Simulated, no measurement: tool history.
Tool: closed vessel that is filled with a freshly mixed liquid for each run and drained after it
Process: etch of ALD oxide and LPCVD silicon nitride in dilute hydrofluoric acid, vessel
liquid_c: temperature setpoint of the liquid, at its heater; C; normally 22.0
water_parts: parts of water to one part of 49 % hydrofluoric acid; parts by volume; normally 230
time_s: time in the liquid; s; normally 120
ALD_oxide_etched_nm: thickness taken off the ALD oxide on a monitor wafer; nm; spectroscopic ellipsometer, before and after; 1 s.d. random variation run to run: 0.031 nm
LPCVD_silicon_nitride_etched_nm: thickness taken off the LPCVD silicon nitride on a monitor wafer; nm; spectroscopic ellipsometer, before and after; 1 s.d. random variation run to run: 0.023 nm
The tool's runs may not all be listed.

run	hour	liquid_c	water_parts	time_s	read-back film thickness of the ALD oxide reference wafer, read on the same gauge (nm)	read-back film thickness of the LPCVD silicon nitride reference wafer, read on the same gauge (nm)	ALD_oxide_etched_nm	LPCVD_silicon_nitride_etched_nm
1	0.0	19.5	265	120	79.95	80.038	4.95	0.196
2	7.7	19.5	265	120	80.03	79.982	4.92	0.162
3	20.3	22.0	230	120	80.00	79.974	6.45	0.242
4	31.5	19.0	230	120	79.99	79.980	5.72	0.191
5	38.2	22.0	230	120	80.04	80.022	6.40	0.205
6	44.4	22.0	230	120	80.02	80.000	6.50	0.176
7	57.1	25.5	230	120	79.99	79.983	7.32	0.233
8	72.4	25.5	230	120	80.02	80.041	7.33	0.280
9	87.8	22.0	230	100	80.02	79.966	5.36	0.181
10	95.5	22.0	230	100	79.96	79.997	5.36	0.205
11	104.1	22.0	230	100	80.01	80.007	5.33	0.203
12	111.0	22.0	230	120	79.99	80.036	6.44	0.218
13	123.9	22.0	230	120	79.99	80.008	6.40	0.213
14	137.1	20.5	265	120	80.05	79.976	5.10	0.180
15	143.5	22.0	125	180	80.00	79.996	19.67	0.509
# hour 150.0: thermometer replaced
16	157.7	22.0	230	120	79.98	79.990	6.75	0.294
17	166.8	22.0	335	140	80.00	79.960	4.92	0.217
18	175.1	22.0	230	120	79.99	80.014	6.76	0.220
19	192.9	22.0	285	120	79.96	79.983	5.21	0.184
20	201.4	24.5	230	175	80.00	79.982	10.80	0.403
21	217.9	22.0	320	120	79.99	79.987	4.43	0.153
# hour 218.0: gauge calibrated
22	233.4	20.0	285	120	79.96	80.004	4.76	0.176
23	246.1	26.5	230	145	80.03	79.989	9.55	0.381
# hour 251.7: hydrofluoric acid flow meter replaced
24	295.2	23.5	150	75	79.95	79.944	7.36	0.224
25	309.4	22.0	230	120	79.97	80.029	6.69	0.222
26	327.0	20.5	230	120	80.01	79.986	6.38	0.197
27	339.4	22.0	230	75	79.98	79.981	4.21	0.157

Results for each run, recomputed without the tool's hidden state and with each run's random variation untouched:
Unlogged tool condition in this case: liquid colder than its thermometer reads (K); hydrofluoric acid flow above the setpoint (%); gauge reads high (%).
run	ALD_oxide_etched_nm	LPCVD_silicon_nitride_etched_nm
1	5.22	0.214
2	5.20	0.178
3	6.81	0.265
4	6.06	0.210
5	6.76	0.225
6	6.88	0.194
7	7.72	0.255
8	7.74	0.308
9	5.68	0.200
10	5.69	0.226
11	5.65	0.225
12	6.83	0.241
13	6.79	0.236
14	5.42	0.199
15	20.99	0.568
16	6.78	0.297
17	4.94	0.219
18	6.79	0.222
19	5.25	0.186
20	10.88	0.408
21	4.46	0.155
22	4.81	0.178
23	9.64	0.388
24	7.45	0.229
25	6.77	0.227
26	6.47	0.202
27	4.27	0.161
